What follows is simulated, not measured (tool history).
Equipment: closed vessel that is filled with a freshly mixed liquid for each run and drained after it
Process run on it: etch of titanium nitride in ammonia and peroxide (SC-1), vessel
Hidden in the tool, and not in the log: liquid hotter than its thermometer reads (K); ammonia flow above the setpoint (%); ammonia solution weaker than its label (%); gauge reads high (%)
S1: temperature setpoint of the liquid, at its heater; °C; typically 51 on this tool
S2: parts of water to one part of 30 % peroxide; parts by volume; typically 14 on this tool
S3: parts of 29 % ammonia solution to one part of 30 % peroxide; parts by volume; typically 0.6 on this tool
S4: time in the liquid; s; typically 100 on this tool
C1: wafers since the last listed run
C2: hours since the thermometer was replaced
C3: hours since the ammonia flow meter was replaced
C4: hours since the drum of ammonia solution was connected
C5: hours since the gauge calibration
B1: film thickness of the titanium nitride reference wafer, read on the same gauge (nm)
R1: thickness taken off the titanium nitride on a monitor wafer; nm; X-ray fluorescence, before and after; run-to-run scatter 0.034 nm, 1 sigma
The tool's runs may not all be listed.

run   hour    S1    S2    S3   S4     C1      C2      C3     C4      C5      B1     R1
  1      0    51    14   0.6  100      0  2131.9  2181.2  776.7   893.3  119.99   7.86
  2   21.8    51    14   0.6  100   2858  2153.7    2203  798.5   915.1  120.01   7.83
  3   50.4    51    14   0.6  100   3750  2182.3  2231.6  827.1   943.7  120.01   7.85
  4   85.3    51    14   0.6  100   4576  2217.2  2266.5    862   978.6  119.99    7.8
     119.9  -- thermometer replaced
  5  120.4    51    14   0.6  100   4471     0.5  2301.6  897.1  1013.7     120   7.87
  6  149.7    51    14   0.6  100   3842    29.8  2330.9  926.4    1043     120   7.87
  7  163.5    51    14   0.7  100   1809    43.6  2344.7  940.2  1056.8  120.01   8.08
  8  197.2    51    14   0.6  100   4419    77.3  2378.4  973.9  1090.5  119.99   7.85
  9  215.2  58.5    10   0.6  100   2360    95.3  2396.4  991.9  1108.5  120.01  15.51
     287.4  -- new drum of ammonia solution connected
     291.9  -- gauge calibrated
 10  321.8    43    14   0.6  100  13847   201.9    2503   34.4    29.9     120   4.38
 11  362.6    51    14   0.6  100   5350   242.7  2543.8   75.2    70.7  119.99   7.74
     367.3  -- ammonia flow meter replaced
 12  389.7    51    14  0.45  100   3422   269.8    22.4  102.3    97.8  120.03   7.34
 13  413.7  55.5    11   0.6  130   3147   293.8    46.4  126.3   121.8     120  15.45
 14  428.3    51    14   0.6  100   1914   308.4      61  140.9   136.4  119.99   7.67
 15  459.8    51    14   0.6   45   4130   339.9    92.5  172.4   167.9  120.02   3.48
 16  480.3    56     7   0.6  100   2688   360.4     113  192.9   188.4     120  15.58
 17  510.9    51    14   0.6  100   4012     391   143.6  223.5     219  120.01   7.71
       529  -- new drum of ammonia solution connected, repeated, since the last time left the tool worse
 18  540.4    51    14   0.7  100   3737   420.5   173.1   11.4   248.5  119.98   8.15
 19    573    51    14   0.6  100   4274   453.1   205.7     44   281.1  120.01   7.94
 20  593.3    51     8   0.5  135   2661   473.4     226   64.3   301.4  119.97  13.91
 21  606.4  42.5  19.5  0.75   60   1717   486.5   239.1   77.4   314.5  120.01   2.26
 22  632.6    51    14   0.6   45   3435   512.7   265.3  103.6   340.7  119.99   3.58
 23  658.9    51  19.5  0.75   75   3448     539   291.6  129.9     367     120   5.18
 24  673.7  60.5    14   0.6  150   1940   553.8   306.4  144.7   381.8  120.01  22.66
 25  686.3    45    18   0.6  100   1652   566.4     319  157.3   394.4  119.98   4.54
 26  720.4    51    11   0.6  100   4471   600.5   353.1  191.4   428.5  119.98   9.01
 27  743.5    51    14   0.6  100   3029   623.6   376.2  214.5   451.6  120.01   7.95
 28  772.5    51    14   0.6  100   3802   652.6   405.2  243.5   480.6     120   7.94

What if the next run were any one of these 3? Each begins from the tool's condition after run 28:
  A  773.2    51  14  0.6  100  91  653.3  405.9  244.2  481.3   ?   ?
  B  773.2  41.5  11  0.6  100  91  653.3  405.9  244.2  481.3   ?   ?
  C  773.2  55.5   8  0.6  100  91  653.3  405.9  244.2  481.3   ?   ?

run      B1     R1
  A  119.99   7.93
  B  119.99   4.58
  C  119.99  14.43
The same runs, with their run-to-run variation unchanged, on a tool lacking any hidden condition would have given:
run     R1
  A   7.95
  B   4.59
  C  14.46
